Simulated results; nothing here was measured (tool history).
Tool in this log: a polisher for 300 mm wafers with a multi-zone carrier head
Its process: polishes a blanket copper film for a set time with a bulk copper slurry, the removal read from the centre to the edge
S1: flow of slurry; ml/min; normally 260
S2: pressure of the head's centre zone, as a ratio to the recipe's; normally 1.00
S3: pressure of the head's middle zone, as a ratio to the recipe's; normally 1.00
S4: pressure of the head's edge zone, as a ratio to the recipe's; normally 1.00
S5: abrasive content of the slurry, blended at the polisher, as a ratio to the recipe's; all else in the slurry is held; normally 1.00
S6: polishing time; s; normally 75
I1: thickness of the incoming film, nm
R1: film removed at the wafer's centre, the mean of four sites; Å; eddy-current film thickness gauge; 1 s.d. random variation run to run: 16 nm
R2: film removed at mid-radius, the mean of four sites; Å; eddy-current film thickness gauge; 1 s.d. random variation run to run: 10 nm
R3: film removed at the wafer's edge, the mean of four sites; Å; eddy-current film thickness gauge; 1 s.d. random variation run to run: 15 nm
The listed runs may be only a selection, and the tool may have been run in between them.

run,hour,S1,S2,S3,S4,S5,S6,I1,R1,R2,R3
1,0.0,260,1.00,1.00,1.00,1.00,75,2955.2,11364,11196,11514
2,72.8,260,1.00,1.00,1.00,1.00,75,2972.3,11480,11158,11239
3,121.6,260,1.00,1.00,1.00,1.00,75,2983.3,11286,10760,11442
# hour 163.9: centre zone pressure recalibrated
# hour 165.3: worn pad replaced by a new one
4,204.8,260,1.00,1.00,1.00,1.00,75,3003.1,11878,11891,12028
5,264.9,260,1.00,1.00,1.00,1.00,75,2948.3,12135,11502,11705
# hour 307.0: slurry nozzle cleaned
6,354.3,260,1.00,1.00,1.00,1.00,75,3007.0,12222,11806,11804
7,415.9,260,1.00,1.00,1.00,1.00,75,3023.6,11613,11665,11578
8,479.2,260,1.00,1.00,1.00,1.00,59,2976.4,9129,9078,8976
# hour 528.2: centre zone pressure recalibrated
9,537.5,340,0.88,1.00,1.00,1.00,97,2999.6,14318,14853,15281
# hour 555.3: worn pad replaced by a new one
# hour 559.3: edge zone pressure recalibrated
10,628.6,230,1.00,1.11,1.00,1.00,75,3044.4,11988,12891,11956
11,669.9,260,1.00,1.00,1.00,1.00,88,3009.2,13954,13777,13883

Predict the results of run 12:
12,882.3,260,1.00,1.00,1.09,1.15,75,3000.0,?,?,?

Logged for run 12: R1 11836 Å, R2 11607 Å, R3 12048 Å.
On a tool with no hidden condition, and with the same random variation, this run would have come out at R1 13254 Å, R2 12938 Å, R3 13286 Å.
